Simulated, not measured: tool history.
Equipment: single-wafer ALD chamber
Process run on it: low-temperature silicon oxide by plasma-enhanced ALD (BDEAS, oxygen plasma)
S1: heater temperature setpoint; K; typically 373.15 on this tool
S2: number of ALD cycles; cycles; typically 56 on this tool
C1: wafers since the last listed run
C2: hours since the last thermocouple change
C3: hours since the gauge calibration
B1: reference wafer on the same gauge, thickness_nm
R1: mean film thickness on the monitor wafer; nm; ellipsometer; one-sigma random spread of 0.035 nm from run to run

{"run": 1, "hour": 0.0, "S1": 373.15, "S2": 56, "C1": 0, "C2": 1717.7, "C3": 276.2, "B1": 6.918, "R1": 7.656}
{"run": 2, "hour": 200.2, "S1": 373.15, "S2": 56, "C1": 1496, "C2": 1917.9, "C3": 476.4, "B1": 6.936, "R1": 7.71}
{"run": 3, "hour": 234.0, "S1": 373.15, "S2": 56, "C1": 252, "C2": 1951.7, "C3": 510.2, "B1": 6.924, "R1": 7.697}
{"run": 4, "hour": 294.5, "S1": 373.15, "S2": 56, "C1": 452, "C2": 2012.2, "C3": 570.7, "B1": 6.917, "R1": 7.727}
{"run": 5, "hour": 331.3, "S1": 373.15, "S2": 59, "C1": 275, "C2": 2049, "C3": 607.5, "B1": 6.921, "R1": 8.144}
{"run": 6, "hour": 375.9, "S1": 382.15, "S2": 52, "C1": 333, "C2": 2093.6, "C3": 652.1, "B1": 6.919, "R1": 7.049}
{"run": 7, "hour": 404.1, "S1": 373.15, "S2": 56, "C1": 210, "C2": 2121.8, "C3": 680.3, "B1": 6.916, "R1": 7.725}
{"run": 8, "hour": 474.8, "S1": 373.15, "S2": 56, "C1": 528, "C2": 2192.5, "C3": 751, "B1": 6.914, "R1": 7.734}
{"run": 9, "hour": 506.6, "S1": 362.15, "S2": 56, "C1": 237, "C2": 2224.3, "C3": 782.8, "B1": 6.924, "R1": 7.997}
{"run": 10, "hour": 573.6, "S1": 362.15, "S2": 56, "C1": 500, "C2": 2291.3, "C3": 849.8, "B1": 6.915, "R1": 8.064}
{"run": 11, "hour": 638.5, "S1": 373.15, "S2": 62, "C1": 485, "C2": 2356.2, "C3": 914.7, "B1": 6.916, "R1": 8.548}
{"hour": 682.1, "done": "thermocouple changed; heater temperature recalibrated"}
{"run": 12, "hour": 682.6, "S1": 373.15, "S2": 62, "C1": 269, "C2": 0.5, "C3": 958.8, "B1": 6.918, "R1": 8.481}
{"run": 13, "hour": 726.8, "S1": 385.15, "S2": 49, "C1": 330, "C2": 44.7, "C3": 1003, "B1": 6.933, "R1": 6.563}
{"run": 14, "hour": 755.3, "S1": 368.15, "S2": 56, "C1": 212, "C2": 73.2, "C3": 1031.5, "B1": 6.923, "R1": 7.823}
{"run": 15, "hour": 822.8, "S1": 364.15, "S2": 64, "C1": 504, "C2": 140.7, "C3": 1099, "B1": 6.926, "R1": 9.066}
{"hour": 874.6, "done": "gauge calibrated"}
{"run": 16, "hour": 991.8, "S1": 384.15, "S2": 56, "C1": 1263, "C2": 309.7, "C3": 117.2, "B1": 6.918, "R1": 7.581}
{"run": 17, "hour": 1040.8, "S1": 373.15, "S2": 52, "C1": 366, "C2": 358.7, "C3": 166.2, "B1": 6.925, "R1": 7.214}
{"run": 18, "hour": 1066.8, "S1": 373.15, "S2": 56, "C1": 194, "C2": 384.7, "C3": 192.2, "B1": 6.917, "R1": 7.745}
{"run": 19, "hour": 1108.8, "S1": 373.15, "S2": 56, "C1": 313, "C2": 426.7, "C3": 234.2, "B1": 6.923, "R1": 7.773}
{"run": 20, "hour": 1154.9, "S1": 373.15, "S2": 62, "C1": 344, "C2": 472.8, "C3": 280.3, "B1": 6.919, "R1": 8.614}
{"run": 21, "hour": 1202.9, "S1": 373.15, "S2": 56, "C1": 358, "C2": 520.8, "C3": 328.3, "B1": 6.916, "R1": 7.689}
{"run": 22, "hour": 1250.8, "S1": 377.15, "S2": 56, "C1": 357, "C2": 568.7, "C3": 376.2, "B1": 6.92, "R1": 7.693}
{"run": 23, "hour": 1318.2, "S1": 383.15, "S2": 65, "C1": 503, "C2": 636.1, "C3": 443.6, "B1": 6.927, "R1": 8.759}
{"run": 24, "hour": 1344.6, "S1": 358.15, "S2": 56, "C1": 197, "C2": 662.5, "C3": 470, "B1": 6.915, "R1": 8.132}

Take each entry between the runs: how does the hidden state at the last listed run before it differ from the hidden state at the first listed run after it?
In the gap between runs 11 and 12: thermocouple changed; heater temperature recalibrated (hour 682.1)
  both runs share identical hidden conditions
In the gap between runs 15 and 16: gauge calibrated (hour 874.6)
  both runs share identical hidden conditions

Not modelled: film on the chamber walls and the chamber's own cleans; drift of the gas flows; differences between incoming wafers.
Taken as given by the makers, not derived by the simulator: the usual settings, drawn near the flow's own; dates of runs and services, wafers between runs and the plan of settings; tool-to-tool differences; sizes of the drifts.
